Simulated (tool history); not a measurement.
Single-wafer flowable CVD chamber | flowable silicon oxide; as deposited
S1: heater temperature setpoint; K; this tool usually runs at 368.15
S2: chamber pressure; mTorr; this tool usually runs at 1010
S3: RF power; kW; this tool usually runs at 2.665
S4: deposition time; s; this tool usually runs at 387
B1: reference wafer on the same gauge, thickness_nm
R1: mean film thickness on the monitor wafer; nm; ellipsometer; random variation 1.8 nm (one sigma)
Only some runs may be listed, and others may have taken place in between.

run    hour      S1    S2     S3   S4       B1       R1
  1       0  368.15  1010  2.665  387  439.117  361.071
       21.2  -- thermocouple changed; heater temperature recalibrated
  2    37.7  368.15  1010  2.665  387   438.72  373.331
       87.7  -- gauge calibrated
  3   105.3  368.15  1010  2.665  387  439.096   375.06
  4   142.1  368.15  1010  2.665  387  438.818  370.057
  5   167.5  368.15  1010  2.955  387  439.252   378.18
  6   218.5  368.15  1010  2.665  387  439.212  372.178
  7   254.9  361.15  1010  2.665  387  439.714  466.169
        279  -- showerhead replaced
  8   315.3  368.15  1010   2.94  457  438.948  445.142
  9   368.7  368.15  1010  2.285  421  439.274  390.691
 10   416.9  368.15  1010  2.665  387  438.915  370.846
 11   469.1  364.15  1100  2.665  463  439.309  526.012
 12   512.2  368.15  1150  2.665  387  439.019  402.039
 13   547.6  368.15  1010   2.43  387  438.541  363.296
 14     674  377.15  1010  2.665  387  439.172  275.001
 15   702.1  368.15  1010  2.665  387  438.679  366.256
 16   764.8  368.15  1160  2.665  387  439.131  398.662
 17   816.5  368.15  1010  2.665  387  438.889   366.61
 18   857.8  375.15  1010  2.665  333  439.316  250.833
 19     920  374.15  1240  2.905  417  439.261   374.77
 20   957.3  362.15  1010   2.29  387  438.798  433.639
 21   985.3  382.15   810   3.03  387  438.975  208.358
 22  1018.3  360.15  1010  2.665  425  439.531  516.877
 23  1067.6  353.15  1010  2.665  429  439.169  641.062
 24  1113.3  368.15  1010  2.665  387  439.328  362.734
 25  1164.6  368.15  1010  2.665  387  438.339   363.09
 26  1208.6  360.15  1010   3.13  428  438.854  528.743
 27  1275.8  368.15  1010    2.3  453  438.693   413.69
 28  1328.1  368.15  1010  2.665  387  438.758  366.568

4 ways to go on from here, each from the tool as it stands after run 28. What would each give?
  A  1328.6  368.15  1010  2.665  387   ?   ?
  B  1328.6  368.15  1140  2.665  387   ?   ?
  C  1328.6  379.15  1260  2.395  430   ?   ?
  D  1328.6  368.15  1010  2.805  458   ?   ?

run       B1       R1
  A  439.448  362.116
  B  439.448  389.397
  C  439.448  317.896
  D  439.448  430.801
With the hidden condition removed and each run's random variation left untouched, the same runs would have given:
run       R1
  A  376.543
  B  404.911
  C  330.584
  D  447.964
